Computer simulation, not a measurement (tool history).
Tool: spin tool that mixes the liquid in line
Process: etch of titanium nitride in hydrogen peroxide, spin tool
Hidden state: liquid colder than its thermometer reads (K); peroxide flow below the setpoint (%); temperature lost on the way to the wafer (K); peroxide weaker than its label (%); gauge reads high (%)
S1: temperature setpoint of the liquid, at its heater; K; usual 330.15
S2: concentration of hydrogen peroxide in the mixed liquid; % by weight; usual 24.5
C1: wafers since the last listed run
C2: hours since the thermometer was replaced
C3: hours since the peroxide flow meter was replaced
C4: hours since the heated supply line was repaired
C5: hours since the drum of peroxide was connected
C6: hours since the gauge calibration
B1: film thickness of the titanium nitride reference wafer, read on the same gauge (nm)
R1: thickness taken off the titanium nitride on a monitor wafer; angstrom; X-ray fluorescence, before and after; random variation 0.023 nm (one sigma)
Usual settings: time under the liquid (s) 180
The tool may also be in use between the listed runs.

{"run": 1, "day": 0.0, "S1": 330.15, "S2": 21.0, "time under the liquid (s)": 180, "C1": 0, "C2": 2512.0, "C3": 978.9, "C4": 2245.9, "C5": 1417.5, "C6": 60.9, "B1": 70.01, "R1": 49.4}
{"run": 2, "day": 0.654, "S1": 330.15, "S2": 24.5, "time under the liquid (s)": 180, "C1": 146, "C2": 2527.7, "C3": 994.6, "C4": 2261.6, "C5": 1433.2, "C6": 76.6, "B1": 70.0, "R1": 51.1}
{"run": 3, "day": 1.033, "S1": 330.15, "S2": 24.5, "time under the liquid (s)": 180, "C1": 84, "C2": 2536.8, "C3": 1003.7, "C4": 2270.7, "C5": 1442.3, "C6": 85.7, "B1": 70.0, "R1": 50.7}
{"run": 4, "day": 1.3, "S1": 330.15, "S2": 24.5, "time under the liquid (s)": 210, "C1": 59, "C2": 2543.2, "C3": 1010.1, "C4": 2277.1, "C5": 1448.7, "C6": 92.1, "B1": 69.99, "R1": 59.2}
{"run": 5, "day": 1.721, "S1": 320.65, "S2": 24.5, "time under the liquid (s)": 180, "C1": 93, "C2": 2553.3, "C3": 1020.2, "C4": 2287.2, "C5": 1458.8, "C6": 102.2, "B1": 70.0, "R1": 25.3}
{"run": 6, "day": 3.638, "S1": 330.15, "S2": 24.5, "time under the liquid (s)": 180, "C1": 427, "C2": 2599.3, "C3": 1066.2, "C4": 2333.2, "C5": 1504.8, "C6": 148.2, "B1": 69.99, "R1": 50.1}
{"day": 4.025, "done": "new drum of peroxide connected"}
{"run": 7, "day": 4.117, "S1": 335.65, "S2": 27.5, "time under the liquid (s)": 180, "C1": 97, "C2": 2610.8, "C3": 1077.7, "C4": 2344.7, "C5": 2.2, "C6": 159.7, "B1": 70.01, "R1": 75.5}
{"run": 8, "day": 4.421, "S1": 334.15, "S2": 20.5, "time under the liquid (s)": 260, "C1": 67, "C2": 2618.1, "C3": 1085.0, "C4": 2352.0, "C5": 9.5, "C6": 167.0, "B1": 69.98, "R1": 92.7}
{"day": 4.588, "done": "heated supply line repaired"}
{"run": 9, "day": 4.675, "S1": 337.15, "S2": 28.0, "time under the liquid (s)": 280, "C1": 47, "C2": 2624.2, "C3": 1091.1, "C4": 2.1, "C5": 15.6, "C6": 173.1, "B1": 69.99, "R1": 152.8}
{"day": 4.725, "done": "peroxide flow meter replaced"}
{"run": 10, "day": 5.167, "S1": 326.15, "S2": 30.0, "time under the liquid (s)": 270, "C1": 100, "C2": 2636.0, "C3": 10.6, "C4": 13.9, "C5": 27.4, "C6": 184.9, "B1": 69.99, "R1": 68.8}
{"run": 11, "day": 5.479, "S1": 338.15, "S2": 24.5, "time under the liquid (s)": 180, "C1": 69, "C2": 2643.5, "C3": 18.1, "C4": 21.4, "C5": 34.9, "C6": 192.4, "B1": 70.0, "R1": 101.3}
{"day": 6.138, "done": "thermometer replaced"}
{"run": 12, "day": 6.158, "S1": 320.65, "S2": 18.5, "time under the liquid (s)": 120, "C1": 142, "C2": 0.5, "C3": 34.4, "C4": 37.7, "C5": 51.2, "C6": 208.7, "B1": 70.0, "R1": 22.6}
{"run": 13, "day": 6.762, "S1": 333.15, "S2": 30.0, "time under the liquid (s)": 245, "C1": 134, "C2": 15.0, "C3": 48.9, "C4": 52.2, "C5": 65.7, "C6": 223.2, "B1": 69.99, "R1": 123.8}
{"run": 14, "day": 7.408, "S1": 330.15, "S2": 24.5, "time under the liquid (s)": 180, "C1": 144, "C2": 30.5, "C3": 64.4, "C4": 67.7, "C5": 81.2, "C6": 238.7, "B1": 70.0, "R1": 70.8}
{"run": 15, "day": 7.775, "S1": 330.15, "S2": 18.5, "time under the liquid (s)": 180, "C1": 81, "C2": 39.3, "C3": 73.2, "C4": 76.5, "C5": 90.0, "C6": 247.5, "B1": 70.02, "R1": 66.5}
{"run": 16, "day": 8.325, "S1": 330.15, "S2": 24.5, "time under the liquid (s)": 180, "C1": 122, "C2": 52.5, "C3": 86.4, "C4": 89.7, "C5": 103.2, "C6": 260.7, "B1": 70.0, "R1": 70.8}
{"run": 17, "day": 8.954, "S1": 321.15, "S2": 22.5, "time under the liquid (s)": 180, "C1": 140, "C2": 67.6, "C3": 101.5, "C4": 104.8, "C5": 118.3, "C6": 275.8, "B1": 69.98, "R1": 36.5}
{"run": 18, "day": 9.346, "S1": 321.65, "S2": 29.0, "time under the liquid (s)": 80, "C1": 87, "C2": 77.0, "C3": 110.9, "C4": 114.2, "C5": 127.7, "C6": 285.2, "B1": 70.0, "R1": 17.6}
{"run": 19, "day": 9.625, "S1": 330.15, "S2": 24.5, "time under the liquid (s)": 180, "C1": 62, "C2": 83.7, "C3": 117.6, "C4": 120.9, "C5": 134.4, "C6": 291.9, "B1": 70.0, "R1": 70.1}
{"run": 20, "day": 9.892, "S1": 334.15, "S2": 18.5, "time under the liquid (s)": 230, "C1": 59, "C2": 90.1, "C3": 124.0, "C4": 127.3, "C5": 140.8, "C6": 298.3, "B1": 70.03, "R1": 111.0}
{"run": 21, "day": 10.6, "S1": 335.65, "S2": 24.5, "time under the liquid (s)": 180, "C1": 158, "C2": 107.1, "C3": 141.0, "C4": 144.3, "C5": 157.8, "C6": 315.3, "B1": 70.01, "R1": 102.0}
{"run": 22, "day": 11.242, "S1": 333.65, "S2": 24.5, "time under the liquid (s)": 180, "C1": 143, "C2": 122.5, "C3": 156.4, "C4": 159.7, "C5": 173.2, "C6": 330.7, "B1": 69.98, "R1": 88.6}
{"run": 23, "day": 11.938, "S1": 330.15, "S2": 24.5, "time under the liquid (s)": 250, "C1": 155, "C2": 139.2, "C3": 173.1, "C4": 176.4, "C5": 189.9, "C6": 347.4, "B1": 69.98, "R1": 96.7}
{"run": 24, "day": 12.283, "S1": 326.15, "S2": 29.0, "time under the liquid (s)": 180, "C1": 77, "C2": 147.5, "C3": 181.4, "C4": 184.7, "C5": 198.2, "C6": 355.7, "B1": 69.96, "R1": 54.4}

5 ways to go on from here, each from the tool as it stands after run 24. What would each give?
{"run": "A", "day": 12.304, "S1": 324.15, "S2": 24.5, "time under the liquid (s)": 180, "C1": 4, "C2": 148.0, "C3": 181.9, "C4": 185.2, "C5": 198.7, "C6": 356.2, "B1": "?", "R1": "?"}
{"run": "B", "day": 12.304, "S1": 337.15, "S2": 24.5, "time under the liquid (s)": 275, "C1": 4, "C2": 148.0, "C3": 181.9, "C4": 185.2, "C5": 198.7, "C6": 356.2, "B1": "?", "R1": "?"}
{"run": "C", "day": 12.304, "S1": 332.65, "S2": 30.0, "time under the liquid (s)": 180, "C1": 4, "C2": 148.0, "C3": 181.9, "C4": 185.2, "C5": 198.7, "C6": 356.2, "B1": "?", "R1": "?"}
{"run": "D", "day": 12.304, "S1": 330.15, "S2": 27.5, "time under the liquid (s)": 180, "C1": 4, "C2": 148.0, "C3": 181.9, "C4": 185.2, "C5": 198.7, "C6": 356.2, "B1": "?", "R1": "?"}
{"run": "E", "day": 12.304, "S1": 330.15, "S2": 27.0, "time under the liquid (s)": 180, "C1": 4, "C2": 148.0, "C3": 181.9, "C4": 185.2, "C5": 198.7, "C6": 356.2, "B1": "?", "R1": "?"}

run=A B1=70.01 R1=45.6
run=B B1=70.01 R1=171.5
run=C B1=70.01 R1=86.6
run=D B1=70.01 R1=71.5
run=E B1=70.01 R1=71.2
Without the tool's hidden state the same runs would have given:
run=A R1=47.7
run=B R1=178.9
run=C R1=90.4
run=D R1=74.7
run=E R1=74.4

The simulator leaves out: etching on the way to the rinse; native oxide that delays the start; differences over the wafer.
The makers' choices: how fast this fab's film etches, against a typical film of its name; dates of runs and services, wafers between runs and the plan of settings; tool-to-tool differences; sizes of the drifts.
